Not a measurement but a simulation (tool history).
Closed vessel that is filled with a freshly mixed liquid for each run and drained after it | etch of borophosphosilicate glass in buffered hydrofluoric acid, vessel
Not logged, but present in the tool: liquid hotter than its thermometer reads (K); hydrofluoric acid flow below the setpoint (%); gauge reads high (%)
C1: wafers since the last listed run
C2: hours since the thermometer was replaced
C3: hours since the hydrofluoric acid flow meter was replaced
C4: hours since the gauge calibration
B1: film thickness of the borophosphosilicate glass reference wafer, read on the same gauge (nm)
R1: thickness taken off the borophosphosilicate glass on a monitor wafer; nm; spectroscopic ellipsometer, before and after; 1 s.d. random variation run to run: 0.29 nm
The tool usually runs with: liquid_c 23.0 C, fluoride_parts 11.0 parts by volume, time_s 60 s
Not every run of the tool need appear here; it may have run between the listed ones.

{"run": 1, "hour": 0.0, "liquid_c": 23.0, "fluoride_parts": 10.0, "time_s": 60, "C1": 0, "C2": 404.9, "C3": 2401.0, "C4": 321.2, "B1": 149.98, "R1": 94.42}
{"run": 2, "hour": 18.3, "liquid_c": 21.0, "fluoride_parts": 11.0, "time_s": 60, "C1": 1553, "C2": 423.2, "C3": 2419.3, "C4": 339.5, "B1": 150.02, "R1": 77.5}
{"run": 3, "hour": 49.1, "liquid_c": 21.0, "fluoride_parts": 11.0, "time_s": 60, "C1": 2615, "C2": 454.0, "C3": 2450.1, "C4": 370.3, "B1": 150.03, "R1": 77.22}
{"run": 4, "hour": 77.7, "liquid_c": 23.0, "fluoride_parts": 9.0, "time_s": 60, "C1": 2428, "C2": 482.6, "C3": 2478.7, "C4": 398.9, "B1": 150.02, "R1": 103.33}
{"run": 5, "hour": 105.0, "liquid_c": 23.0, "fluoride_parts": 9.0, "time_s": 60, "C1": 2317, "C2": 509.9, "C3": 2506.0, "C4": 426.2, "B1": 150.03, "R1": 103.1}
{"run": 6, "hour": 119.1, "liquid_c": 25.0, "fluoride_parts": 14.5, "time_s": 60, "C1": 1197, "C2": 524.0, "C3": 2520.1, "C4": 440.3, "B1": 150.01, "R1": 73.01}
{"run": 7, "hour": 143.6, "liquid_c": 23.0, "fluoride_parts": 11.0, "time_s": 60, "C1": 2080, "C2": 548.5, "C3": 2544.6, "C4": 464.8, "B1": 150.0, "R1": 86.05}
{"run": 8, "hour": 169.3, "liquid_c": 23.0, "fluoride_parts": 11.0, "time_s": 60, "C1": 2182, "C2": 574.2, "C3": 2570.3, "C4": 490.5, "B1": 149.99, "R1": 85.87}
{"run": 9, "hour": 199.8, "liquid_c": 23.0, "fluoride_parts": 11.0, "time_s": 60, "C1": 2589, "C2": 604.7, "C3": 2600.8, "C4": 521.0, "B1": 150.0, "R1": 86.19}
{"run": 10, "hour": 220.3, "liquid_c": 23.0, "fluoride_parts": 11.0, "time_s": 60, "C1": 1740, "C2": 625.2, "C3": 2621.3, "C4": 541.5, "B1": 150.0, "R1": 86.02}
{"hour": 297.5, "done": "hydrofluoric acid flow meter replaced"}
{"run": 11, "hour": 322.2, "liquid_c": 23.0, "fluoride_parts": 11.0, "time_s": 60, "C1": 8566, "C2": 727.1, "C3": 24.7, "C4": 643.4, "B1": 150.0, "R1": 82.31}
{"run": 12, "hour": 349.6, "liquid_c": 23.0, "fluoride_parts": 11.0, "time_s": 60, "C1": 2326, "C2": 754.5, "C3": 52.1, "C4": 670.8, "B1": 150.02, "R1": 82.16}
{"hour": 383.1, "done": "thermometer replaced"}
{"run": 13, "hour": 385.1, "liquid_c": 26.0, "fluoride_parts": 11.0, "time_s": 60, "C1": 2929, "C2": 2.0, "C3": 87.6, "C4": 706.3, "B1": 149.98, "R1": 96.63}
{"run": 14, "hour": 411.7, "liquid_c": 23.0, "fluoride_parts": 11.0, "time_s": 85, "C1": 2258, "C2": 28.6, "C3": 114.2, "C4": 732.9, "B1": 149.97, "R1": 116.72}
{"run": 15, "hour": 429.2, "liquid_c": 23.0, "fluoride_parts": 13.5, "time_s": 45, "C1": 1485, "C2": 46.1, "C3": 131.7, "C4": 750.4, "B1": 150.03, "R1": 50.32}
{"run": 16, "hour": 454.4, "liquid_c": 23.0, "fluoride_parts": 14.5, "time_s": 50, "C1": 2139, "C2": 71.3, "C3": 156.9, "C4": 775.6, "B1": 149.98, "R1": 52.07}
{"run": 17, "hour": 472.6, "liquid_c": 23.0, "fluoride_parts": 11.0, "time_s": 60, "C1": 1545, "C2": 89.5, "C3": 175.1, "C4": 793.8, "B1": 150.02, "R1": 81.96}
{"hour": 482.5, "done": "hydrofluoric acid flow meter replaced, repeated, since the last time left the tool worse"}
{"run": 18, "hour": 498.9, "liquid_c": 19.5, "fluoride_parts": 15.0, "time_s": 90, "C1": 2148, "C2": 115.8, "C3": 16.4, "C4": 820.1, "B1": 149.99, "R1": 83.63}
{"run": 19, "hour": 531.6, "liquid_c": 23.0, "fluoride_parts": 11.0, "time_s": 35, "C1": 2776, "C2": 148.5, "C3": 49.1, "C4": 852.8, "B1": 150.03, "R1": 53.17}
{"hour": 548.4, "done": "gauge calibrated"}
{"run": 20, "hour": 563.7, "liquid_c": 27.5, "fluoride_parts": 11.0, "time_s": 95, "C1": 2725, "C2": 180.6, "C3": 81.2, "C4": 15.3, "B1": 150.03, "R1": 183.81}
{"run": 21, "hour": 596.5, "liquid_c": 18.5, "fluoride_parts": 9.0, "time_s": 60, "C1": 2784, "C2": 213.4, "C3": 114.0, "C4": 48.1, "B1": 150.0, "R1": 83.59}
{"run": 22, "hour": 629.9, "liquid_c": 23.0, "fluoride_parts": 7.5, "time_s": 60, "C1": 2835, "C2": 246.8, "C3": 147.4, "C4": 81.5, "B1": 150.0, "R1": 131.28}
{"run": 23, "hour": 664.5, "liquid_c": 24.5, "fluoride_parts": 11.0, "time_s": 60, "C1": 2937, "C2": 281.4, "C3": 182.0, "C4": 116.1, "B1": 150.02, "R1": 98.47}
{"run": 24, "hour": 687.5, "liquid_c": 20.5, "fluoride_parts": 13.0, "time_s": 90, "C1": 1952, "C2": 304.4, "C3": 205.0, "C4": 139.1, "B1": 149.99, "R1": 101.37}
{"run": 25, "hour": 708.1, "liquid_c": 27.5, "fluoride_parts": 11.0, "time_s": 60, "C1": 1749, "C2": 325.0, "C3": 225.6, "C4": 159.7, "B1": 150.0, "R1": 115.23}
{"run": 26, "hour": 723.4, "liquid_c": 23.0, "fluoride_parts": 11.0, "time_s": 60, "C1": 1299, "C2": 340.3, "C3": 240.9, "C4": 175.0, "B1": 150.02, "R1": 90.39}
{"run": 27, "hour": 739.2, "liquid_c": 26.0, "fluoride_parts": 7.5, "time_s": 45, "C1": 1341, "C2": 356.1, "C3": 256.7, "C4": 190.8, "B1": 149.97, "R1": 114.56}
{"run": 28, "hour": 752.6, "liquid_c": 21.5, "fluoride_parts": 14.5, "time_s": 40, "C1": 1137, "C2": 369.5, "C3": 270.1, "C4": 204.2, "B1": 149.99, "R1": 42.47}
{"run": 29, "hour": 768.0, "liquid_c": 27.0, "fluoride_parts": 7.0, "time_s": 30, "C1": 1307, "C2": 384.9, "C3": 285.5, "C4": 219.6, "B1": 149.98, "R1": 86.86}
{"run": 30, "hour": 803.6, "liquid_c": 23.0, "fluoride_parts": 11.0, "time_s": 60, "C1": 3022, "C2": 420.5, "C3": 321.1, "C4": 255.2, "B1": 150.01, "R1": 91.09}
{"run": 31, "hour": 822.5, "liquid_c": 23.0, "fluoride_parts": 11.0, "time_s": 60, "C1": 1604, "C2": 439.4, "C3": 340.0, "C4": 274.1, "B1": 150.03, "R1": 90.57}

Consider 4 possible next runs. They are alternatives, not a sequence: every one starts from the tool as it was left by run 31. What does each give?
{"run": "A", "hour": 823.2, "liquid_c": 23.0, "fluoride_parts": 11.0, "time_s": 60, "C1": 59, "C2": 440.1, "C3": 340.7, "C4": 274.8, "B1": "?", "R1": "?"}
{"run": "B", "hour": 823.2, "liquid_c": 23.0, "fluoride_parts": 11.0, "time_s": 75, "C1": 59, "C2": 440.1, "C3": 340.7, "C4": 274.8, "B1": "?", "R1": "?"}
{"run": "C", "hour": 823.2, "liquid_c": 23.0, "fluoride_parts": 11.0, "time_s": 30, "C1": 59, "C2": 440.1, "C3": 340.7, "C4": 274.8, "B1": "?", "R1": "?"}
{"run": "D", "hour": 823.2, "liquid_c": 23.0, "fluoride_parts": 15.0, "time_s": 60, "C1": 59, "C2": 440.1, "C3": 340.7, "C4": 274.8, "B1": "?", "R1": "?"}

run=A B1=150.00 R1=90.74
run=B B1=150.00 R1=113.43
run=C B1=150.00 R1=45.37
run=D B1=150.00 R1=66.85
Without the tool's unlogged condition, the same runs would have read:
run=A R1=91.52
run=B R1=114.40
run=C R1=45.76
run=D R1=67.43
